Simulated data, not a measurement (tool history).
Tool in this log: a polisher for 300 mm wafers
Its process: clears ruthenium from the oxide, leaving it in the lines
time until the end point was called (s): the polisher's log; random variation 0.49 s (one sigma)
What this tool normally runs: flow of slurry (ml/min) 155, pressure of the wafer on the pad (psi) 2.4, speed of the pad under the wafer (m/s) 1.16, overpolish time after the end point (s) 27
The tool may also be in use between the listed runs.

| run | hour | flow of slurry (ml/min) | pressure of the wafer on the pad (psi) | speed of the pad under the wafer (m/s) | overpolish time after the end point (s) | incoming thickness of the incoming film, nm | time until the end point was called (s) |
|---|---|---|---|---|---|---|---|
| 1 | 0 | 155 | 2.4 | 1.16 | 27 | 88.3 | 59.9 |
| 2 | 18.5 | 155 | 2.4 | 1.16 | 27 | 91.7 | 61.6 |
| 3 | 38.9 | 155 | 2.4 | 1.16 | 27 | 89.4 | 59.4 |
| 4 | 65.8 | 155 | 2.4 | 1.16 | 27 | 89.5 | 59.4 |
|  | 131.5 | worn pad replaced by a new one |
| 5 | 145.7 | 155 | 2.4 | 1.16 | 27 | 91.7 | 61.7 |
| 6 | 164.2 | 155 | 2.4 | 1.16 | 27 | 89.9 | 60.2 |
| 7 | 197.5 | 155 | 2.4 | 1.16 | 27 | 91.3 | 61.1 |
| 8 | 212.7 | 180 | 2.4 | 1.16 | 27 | 90.7 | 59.4 |
| 9 | 242.4 | 180 | 2.4 | 1.16 | 27 | 88.7 | 58.9 |
| 10 | 272 | 180 | 2.4 | 1.16 | 27 | 89.7 | 59.8 |
|  | 281.7 | head pressure recalibrated |
|  | 285.3 | worn pad replaced by a new one |
| 11 | 302.5 | 155 | 2.1 | 1.16 | 27 | 88.6 | 68.7 |
| 12 | 336.9 | 155 | 2.1 | 1.16 | 27 | 90.9 | 69.3 |
| 13 | 369.7 | 155 | 2.1 | 1.16 | 27 | 90.5 | 70.3 |
|  | 422.3 | worn pad replaced by a new one |
| 14 | 422.8 | 155 | 2.4 | 1.16 | 27 | 90.2 | 60.5 |
| 15 | 461.1 | 155 | 2.4 | 1.36 | 27 | 91.3 | 52.6 |
| 16 | 476.7 | 155 | 2.4 | 1.16 | 27 | 88.5 | 59.7 |
| 17 | 500 | 180 | 2.4 | 0.82 | 32 | 89.8 | 83 |
| 18 | 513.4 | 100 | 2 | 1.4 | 37 | 89.6 | 66.3 |
| 19 | 538.4 | 155 | 2.4 | 1.16 | 27 | 91 | 61.1 |
| 20 | 555.4 | 155 | 1.8 | 1.16 | 27 | 89.5 | 81.1 |
|  | 568.9 | worn pad replaced by a new one |
|  | 569.7 | slurry nozzle cleaned |
| 21 | 590.5 | 200 | 2.7 | 0.78 | 27 | 89.4 | 76.9 |
| 22 | 615.1 | 210 | 2.4 | 1.5 | 27 | 89.8 | 45.1 |
| 23 | 637 | 155 | 2.4 | 1.04 | 27 | 89.8 | 67.8 |
| 24 | 671.3 | 155 | 2.1 | 1.3 | 27 | 89.6 | 61.4 |
| 25 | 690.3 | 155 | 2.4 | 1.16 | 27 | 90.3 | 60.6 |
| 26 | 705.1 | 140 | 2.6 | 1.16 | 27 | 90.6 | 57.8 |
| 27 | 717.9 | 155 | 2.4 | 1.16 | 27 | 90.4 | 61 |

Each row is a separate what-if for the run after 27, all from the same tool condition, not one after another. Results?
| A | 718.3 | 155 | 2.4 | 1.16 | 27 | 90.6 | ? |
| B | 718.3 | 200 | 2.9 | 1.36 | 12 | 90.6 | ? |
| C | 718.3 | 125 | 1.9 | 0.96 | 34 | 90.6 | ? |
| D | 718.3 | 155 | 2.9 | 1.16 | 35 | 90.6 | ? |
| E | 718.3 | 180 | 1.7 | 1 | 14 | 90.6 | ? |

| run | time until the end point was called (s) |
|---|---|
| A | 61.1 |
| B | 41.4 |
| C | 97.6 |
| D | 50.6 |
| E | 97.6 |
Had the tool no hidden state, the same runs would have come out as:
| run | time until the end point was called (s) |
|---|---|
| A | 61.1 |
| B | 41.4 |
| C | 97.6 |
| D | 50.6 |
| E | 97.6 |

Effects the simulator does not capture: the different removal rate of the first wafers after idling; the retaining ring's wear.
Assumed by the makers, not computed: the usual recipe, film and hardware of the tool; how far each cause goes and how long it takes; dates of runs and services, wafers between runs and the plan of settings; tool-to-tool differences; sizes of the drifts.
